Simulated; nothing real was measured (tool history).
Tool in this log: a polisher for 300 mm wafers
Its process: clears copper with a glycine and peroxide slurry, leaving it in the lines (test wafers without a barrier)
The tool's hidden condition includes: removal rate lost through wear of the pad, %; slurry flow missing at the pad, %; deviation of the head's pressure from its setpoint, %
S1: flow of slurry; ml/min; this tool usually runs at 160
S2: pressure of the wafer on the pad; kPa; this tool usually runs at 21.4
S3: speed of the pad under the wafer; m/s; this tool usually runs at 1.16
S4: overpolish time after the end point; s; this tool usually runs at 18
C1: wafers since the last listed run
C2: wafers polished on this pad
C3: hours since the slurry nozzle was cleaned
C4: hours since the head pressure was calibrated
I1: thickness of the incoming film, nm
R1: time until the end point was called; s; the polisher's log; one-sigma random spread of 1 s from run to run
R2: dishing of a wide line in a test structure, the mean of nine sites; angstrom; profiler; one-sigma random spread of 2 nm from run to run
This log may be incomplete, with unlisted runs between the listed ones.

Run 1, hour 0.0: usual settings but S2 26.9 kPa; C1 0; C2 1269; C3 264.5; C4 964.1; I1 504.5. Result: R1 57.2 s, R2 989 angstrom.
At hour 24.4: slurry nozzle cleaned.
At hour 31.2: worn pad replaced by a new one.
Run 2, hour 34.4: usual settings but S2 26.9 kPa; C1 275; C2 29; C3 10.0; C4 998.5; I1 502.2. Result: R1 54.9 s, R2 1028 angstrom.
Run 3, hour 46.7: usual settings; C1 115; C2 145; C3 22.3; C4 1010.8; I1 508.8. Result: R1 63.0 s, R2 898 angstrom.
Run 4, hour 66.2: usual settings; C1 182; C2 327; C3 41.8; C4 1030.3; I1 506.6. Result: R1 64.3 s, R2 924 angstrom.
Run 5, hour 81.8: usual settings but S4 11 s; C1 146; C2 473; C3 57.4; C4 1045.9; I1 497.1. Result: R1 61.1 s, R2 586 angstrom.
Run 6, hour 99.6: usual settings but S4 11 s; C1 166; C2 640; C3 75.2; C4 1063.7; I1 509.0. Result: R1 64.3 s, R2 587 angstrom.
Run 7, hour 114.7: usual settings; C1 141; C2 781; C3 90.3; C4 1078.8; I1 495.5. Result: R1 64.6 s, R2 901 angstrom.
Run 8, hour 147.4: usual settings; C1 306; C2 1087; C3 123.0; C4 1111.5; I1 494.4. Result: R1 61.9 s, R2 856 angstrom.
Run 9, hour 167.9: usual settings but S4 21 s; C1 191; C2 1279; C3 143.5; C4 1132.0; I1 500.5. Result: R1 63.3 s, R2 998 angstrom.
At hour 181.0: worn pad replaced by a new one.
Run 10, hour 202.5: usual settings but S4 21 s; C1 286; C2 201; C3 178.1; C4 1166.6; I1 492.1. Result: R1 64.8 s, R2 967 angstrom.
Run 11, hour 233.4: usual settings; C1 289; C2 491; C3 209.0; C4 1197.5; I1 500.6. Result: R1 68.0 s, R2 854 angstrom.
Run 12, hour 260.1: usual settings; C1 250; C2 741; C3 235.7; C4 1224.2; I1 505.7. Result: R1 68.7 s, R2 828 angstrom.
At hour 304.0: slurry nozzle cleaned.
At hour 337.3: head pressure recalibrated.
Run 13, hour 337.9: usual settings but S4 28 s; C1 700; C2 1441; C3 33.9; C4 0.6; I1 494.6. Result: R1 64.5 s, R2 1207 angstrom.
At hour 350.6: worn pad replaced by a new one.
Run 14, hour 363.6: usual settings but S1 135 ml/min; C1 203; C2 121; C3 59.6; C4 26.3; I1 507.2. Result: R1 67.6 s, R2 885 angstrom.
Run 15, hour 398.0: usual settings but S1 120 ml/min, S2 18.6 kPa, S3 1.26 m/s, S4 13 s; C1 322; C2 443; C3 94.0; C4 60.7; I1 503.7. Result: R1 69.9 s, R2 640 angstrom.
Run 16, hour 413.6: usual settings but S1 195 ml/min, S4 23 s; C1 146; C2 589; C3 109.6; C4 76.3; I1 498.7. Result: R1 61.9 s, R2 1046 angstrom.
Run 17, hour 439.8: usual settings but S1 120 ml/min, S2 24.1 kPa, S3 1.02 m/s; C1 245; C2 834; C3 135.8; C4 102.5; I1 497.8. Result: R1 70.2 s, R2 806 angstrom.
Run 18, hour 468.1: usual settings but S1 180 ml/min, S2 15.9 kPa, S3 1.54 m/s, S4 10 s; C1 264; C2 1099; C3 164.1; C4 130.8; I1 502.3. Result: R1 60.3 s, R2 561 angstrom.
At hour 491.0: worn pad replaced by a new one.
Run 19, hour 491.5: usual settings but S1 145 ml/min, S2 23.4 kPa, S3 1.04 m/s, S4 14 s; C1 181; C2 4; C3 187.5; C4 154.2; I1 500.5. Result: R1 71.0 s, R2 675 angstrom.
Run 20, hour 508.2: usual settings; C1 156; C2 161; C3 204.2; C4 170.9; I1 497.4. Result: R1 67.7 s, R2 853 angstrom.
At hour 523.3: slurry nozzle cleaned.
Run 21, hour 525.1: usual settings but S1 115 ml/min, S2 14.5 kPa, S3 0.78 m/s, S4 15 s; C1 148; C2 310; C3 1.8; C4 187.8; I1 492.5. Result: R1 113.9 s, R2 460 angstrom.
Run 22, hour 553.2: usual settings; C1 263; C2 573; C3 29.9; C4 215.9; I1 495.6. Result: R1 62.2 s, R2 909 angstrom.

The same runs without the tool's hidden state, with the same run-to-run variation:
run     R1    R2
  1   52.3  1055
  2   54.4  1034
  3   62.3   906
  4   63.3   935
  5   59.9   596
  6   62.7   600
  7   62.7   921
  8   59.4   882
  9   60.3  1032
 10   60.9  1010
 11   63.0   902
 12   62.9   884
 13   63.4  1220
 14   65.8   904
 15   66.9   663
 16   59.8  1070
 17   65.9   845
 18   57.1   587
 19   65.8   718
 20   62.6   905
 21  112.7   464
 22   61.3   919
